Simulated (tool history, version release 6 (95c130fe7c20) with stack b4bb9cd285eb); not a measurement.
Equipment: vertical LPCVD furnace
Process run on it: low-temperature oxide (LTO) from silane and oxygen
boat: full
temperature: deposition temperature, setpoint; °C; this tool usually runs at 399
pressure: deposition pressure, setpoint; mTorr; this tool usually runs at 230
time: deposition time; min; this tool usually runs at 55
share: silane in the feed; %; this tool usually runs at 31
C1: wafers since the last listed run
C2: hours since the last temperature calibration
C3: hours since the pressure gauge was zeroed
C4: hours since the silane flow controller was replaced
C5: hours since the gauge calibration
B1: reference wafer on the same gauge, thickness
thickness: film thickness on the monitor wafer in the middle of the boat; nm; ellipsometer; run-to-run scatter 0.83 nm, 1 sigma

run 1 hour=0.0 | temperature=407 pressure=230 time=55 share=31 | C1=0 C2=3387.5 C3=2224.6 C4=4645.5 C5=623.0 | B1=328.49 | thickness=387.70
run 2 hour=32.0 | temperature=399 pressure=230 time=55 share=31 | C1=487 C2=3419.5 C3=2256.6 C4=4677.5 C5=655.0 | B1=328.77 | thickness=354.21
run 3 hour=137.7 | temperature=399 pressure=230 time=55 share=31 | C1=1611 C2=3525.2 C3=2362.3 C4=4783.2 C5=760.7 | B1=328.82 | thickness=357.40
run 4 hour=188.3 | temperature=399 pressure=230 time=55 share=31 | C1=771 C2=3575.8 C3=2412.9 C4=4833.8 C5=811.3 | B1=329.28 | thickness=355.10
run 5 hour=255.7 | temperature=399 pressure=230 time=55 share=31 | C1=1027 C2=3643.2 C3=2480.3 C4=4901.2 C5=878.7 | B1=328.45 | thickness=356.93
-- hour=307.3 pressure gauge zeroed
run 6 hour=413.8 | temperature=399 pressure=230 time=55 share=27 | C1=2044 C2=3801.3 C3=106.5 C4=5059.3 C5=1036.8 | B1=328.89 | thickness=280.78
run 7 hour=463.8 | temperature=405 pressure=185 time=55 share=31 | C1=762 C2=3851.3 C3=156.5 C4=5109.3 C5=1086.8 | B1=329.44 | thickness=293.89
-- hour=470.2 gauge calibrated
run 8 hour=500.3 | temperature=405 pressure=185 time=55 share=31 | C1=556 C2=3887.8 C3=193.0 C4=5145.8 C5=30.1 | B1=328.97 | thickness=296.46
run 9 hour=562.3 | temperature=405 pressure=185 time=55 share=31 | C1=945 C2=3949.8 C3=255.0 C4=5207.8 C5=92.1 | B1=328.45 | thickness=295.18
-- hour=598.3 silane flow controller replaced
run 10 hour=630.8 | temperature=399 pressure=230 time=74 share=36 | C1=678 C2=4018.3 C3=323.5 C4=32.5 C5=160.6 | B1=329.55 | thickness=566.49
run 11 hour=671.2 | temperature=410 pressure=230 time=55 share=29 | C1=615 C2=4058.7 C3=363.9 C4=72.9 C5=201.0 | B1=329.08 | thickness=354.65
-- hour=724.5 thermocouples replaced and temperature profile calibrated
run 12 hour=725.0 | temperature=402 pressure=205 time=41 share=33 | C1=454 C2=0.5 C3=417.7 C4=126.7 C5=254.8 | B1=329.18 | thickness=245.14
run 13 hour=751.8 | temperature=399 pressure=230 time=55 share=31 | C1=408 C2=27.3 C3=444.5 C4=153.5 C5=281.6 | B1=328.83 | thickness=329.25
run 14 hour=807.5 | temperature=399 pressure=230 time=55 share=29 | C1=849 C2=83.0 C3=500.2 C4=209.2 C5=337.3 | B1=328.93 | thickness=298.67
run 15 hour=875.6 | temperature=399 pressure=230 time=55 share=31 | C1=1038 C2=151.1 C3=568.3 C4=277.3 C5=405.4 | B1=328.61 | thickness=329.21
run 16 hour=903.9 | temperature=399 pressure=230 time=35 share=29 | C1=431 C2=179.4 C3=596.6 C4=305.6 C5=433.7 | B1=329.41 | thickness=190.46
run 17 hour=964.0 | temperature=399 pressure=230 time=64 share=37 | C1=916 C2=239.5 C3=656.7 C4=365.7 C5=493.8 | B1=328.71 | thickness=489.48
run 18 hour=1003.6 | temperature=399 pressure=195 time=40 share=37 | C1=603 C2=279.1 C3=696.3 C4=405.3 C5=533.4 | B1=329.11 | thickness=261.17

Same runs, no hidden state in the tool, same run-to-run variation:
Hidden conditions of the tool in this case: true tube temperature minus thermocouple reading, K; true pressure minus gauge reading, mTorr; deviation of the silane flow from its setpoint, %; gauge reads high (%).
run=1 thickness=358.28
run=2 thickness=326.53
run=3 thickness=328.33
run=4 thickness=325.66
run=5 thickness=326.58
run=6 thickness=267.25
run=7 thickness=280.45
run=8 thickness=282.85
run=9 thickness=281.52
run=10 thickness=540.36
run=11 thickness=338.02
run=12 thickness=244.25
run=13 thickness=327.69
run=14 thickness=296.61
run=15 thickness=326.14
run=16 thickness=188.45
run=17 thickness=483.56
run=18 thickness=257.55

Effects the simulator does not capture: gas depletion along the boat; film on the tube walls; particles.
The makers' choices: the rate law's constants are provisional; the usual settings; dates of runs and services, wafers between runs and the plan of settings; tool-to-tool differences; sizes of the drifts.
